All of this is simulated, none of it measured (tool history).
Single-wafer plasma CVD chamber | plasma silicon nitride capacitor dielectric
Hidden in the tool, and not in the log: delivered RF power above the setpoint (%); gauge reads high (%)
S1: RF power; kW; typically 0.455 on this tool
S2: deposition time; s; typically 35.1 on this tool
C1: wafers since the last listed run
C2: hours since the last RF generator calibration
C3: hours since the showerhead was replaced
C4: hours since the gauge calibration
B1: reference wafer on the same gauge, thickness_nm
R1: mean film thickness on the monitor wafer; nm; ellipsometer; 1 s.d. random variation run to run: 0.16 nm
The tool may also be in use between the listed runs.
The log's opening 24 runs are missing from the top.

{"run": 25, "hour": 679.3, "S1": 0.38, "S2": 37.3, "C1": 406, "C2": 1492.9, "C3": 155.5, "C4": 32.9, "B1": 50.727, "R1": 48.015}
{"hour": 700.7, "done": "RF generator calibrated"}
{"run": 26, "hour": 701.6, "S1": 0.41, "S2": 29.4, "C1": 208, "C2": 0.9, "C3": 177.8, "C4": 55.2, "B1": 50.667, "R1": 38.957}
{"run": 27, "hour": 735.9, "S1": 0.535, "S2": 30.6, "C1": 501, "C2": 35.2, "C3": 212.1, "C4": 89.5, "B1": 50.77, "R1": 44.913}
{"run": 28, "hour": 749.2, "S1": 0.39, "S2": 31.9, "C1": 194, "C2": 48.5, "C3": 225.4, "C4": 102.8, "B1": 50.727, "R1": 41.313}
{"run": 29, "hour": 774.7, "S1": 0.455, "S2": 35.1, "C1": 372, "C2": 74.0, "C3": 250.9, "C4": 128.3, "B1": 50.717, "R1": 48.547}
{"run": 30, "hour": 801.4, "S1": 0.375, "S2": 31.1, "C1": 390, "C2": 100.7, "C3": 277.6, "C4": 155.0, "B1": 50.593, "R1": 39.681}
{"run": 31, "hour": 828.7, "S1": 0.53, "S2": 37.7, "C1": 398, "C2": 128.0, "C3": 304.9, "C4": 182.3, "B1": 50.72, "R1": 55.38}
{"run": 32, "hour": 858.3, "S1": 0.4, "S2": 39.6, "C1": 432, "C2": 157.6, "C3": 334.5, "C4": 211.9, "B1": 50.725, "R1": 52.097}
{"run": 33, "hour": 920.1, "S1": 0.455, "S2": 35.1, "C1": 902, "C2": 219.4, "C3": 396.3, "C4": 273.7, "B1": 50.592, "R1": 48.454}
{"run": 34, "hour": 958.4, "S1": 0.41, "S2": 29.6, "C1": 559, "C2": 257.7, "C3": 434.6, "C4": 312.0, "B1": 50.671, "R1": 39.275}
{"run": 35, "hour": 978.1, "S1": 0.385, "S2": 40.0, "C1": 287, "C2": 277.4, "C3": 454.3, "C4": 331.7, "B1": 50.619, "R1": 51.637}
{"run": 36, "hour": 1010.0, "S1": 0.51, "S2": 39.1, "C1": 466, "C2": 309.3, "C3": 486.2, "C4": 363.6, "B1": 50.555, "R1": 56.067}
{"run": 37, "hour": 1037.0, "S1": 0.525, "S2": 41.4, "C1": 394, "C2": 336.3, "C3": 513.2, "C4": 390.6, "B1": 50.579, "R1": 59.997}
{"run": 38, "hour": 1072.7, "S1": 0.375, "S2": 41.1, "C1": 521, "C2": 372.0, "C3": 548.9, "C4": 426.3, "B1": 50.541, "R1": 52.544}
{"run": 39, "hour": 1108.1, "S1": 0.455, "S2": 32.6, "C1": 517, "C2": 407.4, "C3": 584.3, "C4": 461.7, "B1": 50.48, "R1": 45.029}
{"run": 40, "hour": 1126.9, "S1": 0.425, "S2": 38.0, "C1": 274, "C2": 426.2, "C3": 603.1, "C4": 480.5, "B1": 50.508, "R1": 50.781}
{"run": 41, "hour": 1153.5, "S1": 0.41, "S2": 38.4, "C1": 388, "C2": 452.8, "C3": 629.7, "C4": 507.1, "B1": 50.382, "R1": 50.634}
{"run": 42, "hour": 1169.8, "S1": 0.37, "S2": 28.8, "C1": 238, "C2": 469.1, "C3": 646.0, "C4": 523.4, "B1": 50.383, "R1": 36.369}
{"run": 43, "hour": 1203.8, "S1": 0.365, "S2": 42.0, "C1": 496, "C2": 503.1, "C3": 680.0, "C4": 557.4, "B1": 50.367, "R1": 52.782}

Below are 5 alternative next runs, each starting from the tool's condition after run 43. Predict each:
{"run": "A", "hour": 1204.2, "S1": 0.455, "S2": 38.8, "C1": 5, "C2": 503.5, "C3": 680.4, "C4": 557.8, "B1": "?", "R1": "?"}
{"run": "B", "hour": 1204.2, "S1": 0.37, "S2": 41.0, "C1": 5, "C2": 503.5, "C3": 680.4, "C4": 557.8, "B1": "?", "R1": "?"}
{"run": "C", "hour": 1204.2, "S1": 0.375, "S2": 32.1, "C1": 5, "C2": 503.5, "C3": 680.4, "C4": 557.8, "B1": "?", "R1": "?"}
{"run": "D", "hour": 1204.2, "S1": 0.455, "S2": 38.3, "C1": 5, "C2": 503.5, "C3": 680.4, "C4": 557.8, "B1": "?", "R1": "?"}
{"run": "E", "hour": 1204.2, "S1": 0.38, "S2": 38.7, "C1": 5, "C2": 503.5, "C3": 680.4, "C4": 557.8, "B1": "?", "R1": "?"}

run=A B1=50.293 R1=53.508
run=B B1=50.293 R1=52.105
run=C B1=50.293 R1=41.019
run=D B1=50.293 R1=52.819
run=E B1=50.293 R1=49.719
What these runs would have given with no unlogged condition in the tool:
run=A R1=53.883
run=B R1=52.471
run=C R1=41.306
run=D R1=53.189
run=E R1=50.068
